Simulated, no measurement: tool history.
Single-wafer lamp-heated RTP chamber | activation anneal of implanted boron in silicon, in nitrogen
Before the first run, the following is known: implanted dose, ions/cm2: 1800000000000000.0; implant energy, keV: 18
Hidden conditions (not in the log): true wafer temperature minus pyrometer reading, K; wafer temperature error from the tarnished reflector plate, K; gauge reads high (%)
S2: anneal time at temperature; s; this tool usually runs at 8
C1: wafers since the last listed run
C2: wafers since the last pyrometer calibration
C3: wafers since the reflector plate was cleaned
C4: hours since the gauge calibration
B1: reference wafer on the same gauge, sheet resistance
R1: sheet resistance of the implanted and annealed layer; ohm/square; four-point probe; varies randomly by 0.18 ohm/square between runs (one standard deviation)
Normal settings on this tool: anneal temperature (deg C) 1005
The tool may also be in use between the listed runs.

{"run": 1, "hour": 0.0, "anneal temperature (deg C)": 989, "S2": 9, "C1": 0, "C2": 2148, "C3": 1930, "C4": 477.9, "B1": 82.92, "R1": 86.92}
{"run": 2, "hour": 62.5, "anneal temperature (deg C)": 985, "S2": 8, "C1": 800, "C2": 2949, "C3": 2730, "C4": 540.4, "B1": 82.87, "R1": 88.8}
{"hour": 105.9, "done": "pyrometer window cleaned and pyrometer calibrated"}
{"run": 3, "hour": 125.9, "anneal temperature (deg C)": 985, "S2": 8, "C1": 709, "C2": 255, "C3": 3440, "C4": 603.8, "B1": 82.89, "R1": 88.84}
{"run": 4, "hour": 150.0, "anneal temperature (deg C)": 1015, "S2": 10, "C1": 308, "C2": 564, "C3": 3749, "C4": 627.9, "B1": 82.87, "R1": 76.99}
{"run": 5, "hour": 279.2, "anneal temperature (deg C)": 1005, "S2": 7, "C1": 1655, "C2": 2220, "C3": 5405, "C4": 757.1, "B1": 82.87, "R1": 81.12}
{"hour": 324.8, "done": "reflector plate cleaned"}
{"run": 6, "hour": 341.9, "anneal temperature (deg C)": 1005, "S2": 7, "C1": 700, "C2": 2921, "C3": 219, "C4": 819.8, "B1": 82.9, "R1": 82.25}
{"run": 7, "hour": 369.2, "anneal temperature (deg C)": 1005, "S2": 7, "C1": 349, "C2": 3270, "C3": 569, "C4": 847.1, "B1": 82.93, "R1": 82.22}
{"hour": 407.9, "done": "gauge calibrated"}
{"hour": 414.0, "done": "pyrometer window cleaned and pyrometer calibrated"}
{"run": 8, "hour": 464.6, "anneal temperature (deg C)": 1005, "S2": 8, "C1": 1119, "C2": 648, "C3": 1689, "C4": 56.7, "B1": 82.87, "R1": 80.82}
{"run": 9, "hour": 495.5, "anneal temperature (deg C)": 1015, "S2": 10, "C1": 395, "C2": 1044, "C3": 2085, "C4": 87.6, "B1": 82.85, "R1": 77.39}
{"run": 10, "hour": 538.2, "anneal temperature (deg C)": 994, "S2": 8, "C1": 547, "C2": 1591, "C3": 2632, "C4": 130.3, "B1": 82.88, "R1": 84.18}
{"run": 11, "hour": 572.9, "anneal temperature (deg C)": 1005, "S2": 8, "C1": 444, "C2": 2036, "C3": 3076, "C4": 165, "B1": 82.89, "R1": 80.77}
{"run": 12, "hour": 606.1, "anneal temperature (deg C)": 1013, "S2": 10, "C1": 425, "C2": 2461, "C3": 3502, "C4": 198.2, "B1": 82.94, "R1": 77.68}
{"run": 13, "hour": 638.4, "anneal temperature (deg C)": 1005, "S2": 4, "C1": 413, "C2": 2875, "C3": 3916, "C4": 230.5, "B1": 82.89, "R1": 82.74}
{"run": 14, "hour": 673.4, "anneal temperature (deg C)": 990, "S2": 6, "C1": 448, "C2": 3324, "C3": 4364, "C4": 265.5, "B1": 82.85, "R1": 86.74}
{"run": 15, "hour": 705.5, "anneal temperature (deg C)": 983, "S2": 11, "C1": 411, "C2": 3735, "C3": 4776, "C4": 297.6, "B1": 82.92, "R1": 87.93}
{"hour": 716.3, "done": "pyrometer window cleaned and pyrometer calibrated"}
{"hour": 734.4, "done": "reflector plate cleaned"}
{"run": 16, "hour": 744.7, "anneal temperature (deg C)": 986, "S2": 12, "C1": 297, "C2": 261, "C3": 132, "C4": 336.8, "B1": 82.91, "R1": 88.56}
{"run": 17, "hour": 812.8, "anneal temperature (deg C)": 1020, "S2": 11, "C1": 872, "C2": 1133, "C3": 1004, "C4": 404.9, "B1": 82.91, "R1": 76.39}

What was the tool's hidden state at every run in the log?
true wafer temperature minus pyrometer reading, K: 0 at every run
gauge reads high (%): 0 at every run
H1: wafer temperature error from the tarnished reflector plate, K
run=1 H1=4.06
run=2 H1=4.79
run=3 H1=5.28
run=4 H1=5.42
run=5 H1=5.9
run=6 H1=1.49
run=7 H1=2.31
run=8 H1=4.3
run=9 H1=4.72
run=10 H1=5.19
run=11 H1=5.48
run=12 H1=5.71
run=13 H1=5.89
run=14 H1=6.05
run=15 H1=6.16
run=16 H1=0.804
run=17 H1=2.71
